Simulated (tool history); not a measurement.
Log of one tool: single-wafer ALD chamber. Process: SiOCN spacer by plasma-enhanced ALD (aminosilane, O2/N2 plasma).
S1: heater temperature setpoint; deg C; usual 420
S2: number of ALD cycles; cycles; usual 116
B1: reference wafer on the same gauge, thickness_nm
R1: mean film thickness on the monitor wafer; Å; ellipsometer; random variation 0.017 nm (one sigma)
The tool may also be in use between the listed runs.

| run | hour | S1 | S2 | B1 | R1 |
|---|---|---|---|---|---|
| 1 | 0 | 420 | 116 | 6.92 | 67.54 |
| 2 | 32.1 | 425 | 128 | 6.922 | 73.65 |
| 3 | 72.5 | 425 | 128 | 6.92 | 73.82 |
| 4 | 113.9 | 425 | 128 | 6.918 | 73.59 |
| 5 | 172.3 | 417 | 124 | 6.921 | 72.97 |
| 6 | 232 | 420 | 116 | 6.917 | 67.96 |
| 7 | 292.8 | 420 | 116 | 6.918 | 67.67 |
| 8 | 349.4 | 420 | 105 | 6.922 | 61.2 |
| 9 | 401.1 | 420 | 105 | 6.918 | 61.5 |
| 10 | 452.4 | 420 | 105 | 6.92 | 61.34 |
| 11 | 504.6 | 420 | 121 | 6.92 | 71.11 |
| 12 | 546.7 | 420 | 121 | 6.924 | 70.97 |
| 13 | 607.2 | 420 | 121 | 6.917 | 70.67 |
| 14 | 675.2 | 430 | 116 | 6.918 | 66.03 |
| 15 | 700.6 | 420 | 116 | 6.92 | 68.15 |
| 16 | 760.5 | 420 | 116 | 6.923 | 68.05 |
| 17 | 789.8 | 420 | 116 | 6.924 | 67.99 |
| 18 | 820 | 432 | 94 | 6.921 | 53.47 |
|  | 845.8 | thermocouple changed; heater temperature recalibrated |
| 19 | 850.4 | 413 | 116 | 6.92 | 68.35 |
| 20 | 896.5 | 420 | 116 | 6.925 | 67.44 |
| 21 | 929.1 | 426 | 107 | 6.926 | 61.04 |
|  | 958.3 | gauge calibrated |
| 22 | 975.8 | 432 | 130 | 6.918 | 72.5 |
| 23 | 1004.1 | 420 | 116 | 6.915 | 67.25 |
| 24 | 1066 | 429 | 94 | 6.922 | 53.13 |
| 25 | 1124.7 | 409 | 101 | 6.92 | 60.59 |
| 26 | 1194.9 | 420 | 116 | 6.922 | 67.06 |
| 27 | 1254.1 | 425 | 122 | 6.917 | 69.88 |
| 28 | 1322 | 411 | 102 | 6.918 | 60.63 |
| 29 | 1352.8 | 420 | 121 | 6.924 | 69.86 |
| 30 | 1391.1 | 428 | 138 | 6.924 | 78.46 |
| 31 | 1449.9 | 427 | 110 | 6.922 | 62.58 |
| 32 | 1517.5 | 424 | 125 | 6.916 | 71.7 |
| 33 | 1582.5 | 431 | 138 | 6.924 | 77.75 |
| 34 | 1650.3 | 420 | 105 | 6.922 | 61.13 |
| 35 | 1698.8 | 420 | 116 | 6.918 | 67.72 |

Forecast each of these 4 alternatives for the next run:
| A | 1699.4 | 420 | 116 | ? | ? |
| B | 1699.4 | 432 | 98 | ? | ? |
| C | 1699.4 | 433 | 129 | ? | ? |
| D | 1699.4 | 414 | 94 | ? | ? |

| run | B1 | R1 |
|---|---|---|
| A | 6.914 | 67.14 |
| B | 6.914 | 54.82 |
| C | 6.914 | 71.95 |
| D | 6.914 | 55.32 |
Without the tool's hidden state the same runs would have given:
| run | R1 |
|---|---|
| A | 66.96 |
| B | 54.66 |
| C | 71.75 |
| D | 55.18 |
